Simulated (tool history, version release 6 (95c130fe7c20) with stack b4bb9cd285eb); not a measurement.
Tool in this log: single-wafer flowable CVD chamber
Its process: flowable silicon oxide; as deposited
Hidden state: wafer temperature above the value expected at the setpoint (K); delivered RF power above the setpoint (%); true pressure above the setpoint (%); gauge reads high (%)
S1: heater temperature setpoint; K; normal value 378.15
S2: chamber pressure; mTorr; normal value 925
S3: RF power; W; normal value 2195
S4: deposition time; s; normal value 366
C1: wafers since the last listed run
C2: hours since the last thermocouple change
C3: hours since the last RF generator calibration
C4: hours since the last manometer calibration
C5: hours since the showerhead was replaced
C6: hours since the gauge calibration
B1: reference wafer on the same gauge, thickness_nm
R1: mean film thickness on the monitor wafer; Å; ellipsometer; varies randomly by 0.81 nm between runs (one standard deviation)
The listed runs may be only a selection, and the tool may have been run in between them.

run 1 hour=0.0 | S1=378.15 S2=925 S3=1850 S4=366 | C1=0 C2=973.1 C3=1386.6 C4=2341.8 C5=4630.8 C6=366.0 | B1=228.866 | R1=2353.72
run 2 hour=13.6 | S1=385.15 S2=1051 S3=2195 S4=366 | C1=58 C2=986.7 C3=1400.2 C4=2355.4 C5=4644.4 C6=379.6 | B1=228.885 | R1=2168.07
run 3 hour=22.5 | S1=378.15 S2=821 S3=2195 S4=366 | C1=38 C2=995.6 C3=1409.1 C4=2364.3 C5=4653.3 C6=388.5 | B1=229.176 | R1=2167.63
run 4 hour=32.6 | S1=378.15 S2=925 S3=2195 S4=366 | C1=43 C2=1005.7 C3=1419.2 C4=2374.4 C5=4663.4 C6=398.6 | B1=229.080 | R1=2439.70
-- hour=49.0 showerhead replaced
run 5 hour=49.5 | S1=378.15 S2=925 S3=2195 S4=366 | C1=38 C2=1022.6 C3=1436.1 C4=2391.3 C5=0.5 C6=415.5 | B1=229.065 | R1=2435.95
run 6 hour=61.8 | S1=378.15 S2=925 S3=2195 S4=366 | C1=52 C2=1034.9 C3=1448.4 C4=2403.6 C5=12.8 C6=427.8 | B1=228.956 | R1=2429.35
-- hour=64.1 gauge calibrated
run 7 hour=69.9 | S1=367.15 S2=925 S3=2195 S4=412 | C1=34 C2=1043.0 C3=1456.5 C4=2411.7 C5=20.9 C6=5.8 | B1=229.017 | R1=4026.45
run 8 hour=76.4 | S1=369.15 S2=827 S3=2195 S4=366 | C1=27 C2=1049.5 C3=1463.0 C4=2418.2 C5=27.4 C6=12.3 | B1=228.966 | R1=2976.09
-- hour=100.6 thermocouple changed; heater temperature recalibrated
-- hour=109.0 capacitance manometer re-zeroed and calibrated
run 9 hour=109.5 | S1=369.15 S2=827 S3=2195 S4=366 | C1=73 C2=8.9 C3=1496.1 C4=0.5 C5=60.5 C6=45.4 | B1=229.075 | R1=2996.12
run 10 hour=109.9 | S1=369.15 S2=827 S3=2195 S4=366 | C1=1 C2=9.3 C3=1496.5 C4=0.9 C5=60.9 C6=45.8 | B1=228.956 | R1=2980.45
run 11 hour=114.0 | S1=378.15 S2=925 S3=1805 S4=366 | C1=17 C2=13.4 C3=1500.6 C4=5.0 C5=65.0 C6=49.9 | B1=228.995 | R1=2327.26
run 12 hour=130.8 | S1=378.15 S2=860 S3=2195 S4=306 | C1=71 C2=30.2 C3=1517.4 C4=21.8 C5=81.8 C6=66.7 | B1=229.078 | R1=1884.92
run 13 hour=144.3 | S1=378.15 S2=925 S3=2195 S4=366 | C1=57 C2=43.7 C3=1530.9 C4=35.3 C5=95.3 C6=80.2 | B1=229.007 | R1=2433.44
run 14 hour=153.3 | S1=378.15 S2=925 S3=2195 S4=366 | C1=38 C2=52.7 C3=1539.9 C4=44.3 C5=104.3 C6=89.2 | B1=229.050 | R1=2448.07
run 15 hour=169.7 | S1=378.15 S2=925 S3=2565 S4=366 | C1=70 C2=69.1 C3=1556.3 C4=60.7 C5=120.7 C6=105.6 | B1=229.084 | R1=2491.25
run 16 hour=183.4 | S1=378.15 S2=925 S3=2195 S4=366 | C1=58 C2=82.8 C3=1570.0 C4=74.4 C5=134.4 C6=119.3 | B1=228.974 | R1=2438.81
run 17 hour=200.8 | S1=385.15 S2=925 S3=2195 S4=422 | C1=74 C2=100.2 C3=1587.4 C4=91.8 C5=151.8 C6=136.7 | B1=228.991 | R1=2210.60
-- hour=219.9 RF generator calibrated
run 18 hour=220.4 | S1=388.15 S2=1087 S3=2355 S4=366 | C1=49 C2=119.8 C3=0.5 C4=111.4 C5=171.4 C6=156.3 | B1=229.098 | R1=2063.90
run 19 hour=226.2 | S1=378.15 S2=925 S3=2195 S4=303 | C1=24 C2=125.6 C3=6.3 C4=117.2 C5=177.2 C6=162.1 | B1=228.926 | R1=2016.85
run 20 hour=235.2 | S1=378.15 S2=1096 S3=1895 S4=366 | C1=38 C2=134.6 C3=15.3 C4=126.2 C5=186.2 C6=171.1 | B1=229.042 | R1=2784.41
run 21 hour=245.6 | S1=392.15 S2=1005 S3=2485 S4=388 | C1=44 C2=145.0 C3=25.7 C4=136.6 C5=196.6 C6=181.5 | B1=229.055 | R1=1796.50
run 22 hour=258.9 | S1=378.15 S2=817 S3=2195 S4=366 | C1=56 C2=158.3 C3=39.0 C4=149.9 C5=209.9 C6=194.8 | B1=229.118 | R1=2152.17
run 23 hour=270.1 | S1=378.15 S2=817 S3=2195 S4=366 | C1=47 C2=169.5 C3=50.2 C4=161.1 C5=221.1 C6=206.0 | B1=229.053 | R1=2151.09
run 24 hour=278.0 | S1=385.15 S2=925 S3=1930 S4=325 | C1=33 C2=177.4 C3=58.1 C4=169.0 C5=229.0 C6=213.9 | B1=228.879 | R1=1651.58
run 25 hour=295.5 | S1=378.15 S2=925 S3=2195 S4=366 | C1=74 C2=194.9 C3=75.6 C4=186.5 C5=246.5 C6=231.4 | B1=229.030 | R1=2448.93
run 26 hour=301.9 | S1=386.15 S2=925 S3=2195 S4=366 | C1=27 C2=201.3 C3=82.0 C4=192.9 C5=252.9 C6=237.8 | B1=229.008 | R1=1859.57
run 27 hour=314.6 | S1=378.15 S2=925 S3=2195 S4=366 | C1=54 C2=214.0 C3=94.7 C4=205.6 C5=265.6 C6=250.5 | B1=228.989 | R1=2446.93
run 28 hour=328.5 | S1=392.15 S2=1082 S3=2195 S4=404 | C1=59 C2=227.9 C3=108.6 C4=219.5 C5=279.5 C6=264.4 | B1=229.002 | R1=1987.02
run 29 hour=345.8 | S1=378.15 S2=925 S3=2195 S4=322 | C1=73 C2=245.2 C3=125.9 C4=236.8 C5=296.8 C6=281.7 | B1=228.940 | R1=2149.69

Alternative continuations, all from the tool just after run 29; predict every row:
run A hour=346.3 | S1=378.15 S2=925 S3=2195 S4=366 | C1=2 C2=245.7 C3=126.4 C4=237.3 C5=297.3 C6=282.2 | B1=? | R1=?
run B hour=346.3 | S1=388.15 S2=777 S3=1865 S4=413 | C1=2 C2=245.7 C3=126.4 C4=237.3 C5=297.3 C6=282.2 | B1=? | R1=?
run C hour=346.3 | S1=365.15 S2=925 S3=2195 S4=366 | C1=2 C2=245.7 C3=126.4 C4=237.3 C5=297.3 C6=282.2 | B1=? | R1=?

run=A B1=228.972 R1=2447.92
run=B B1=228.972 R1=1605.34
run=C B1=228.972 R1=3854.84
The same runs, with their run-to-run variation unchanged, on a tool lacking any hidden condition would have given:
run=A R1=2447.92
run=B R1=1605.34
run=C R1=3854.84
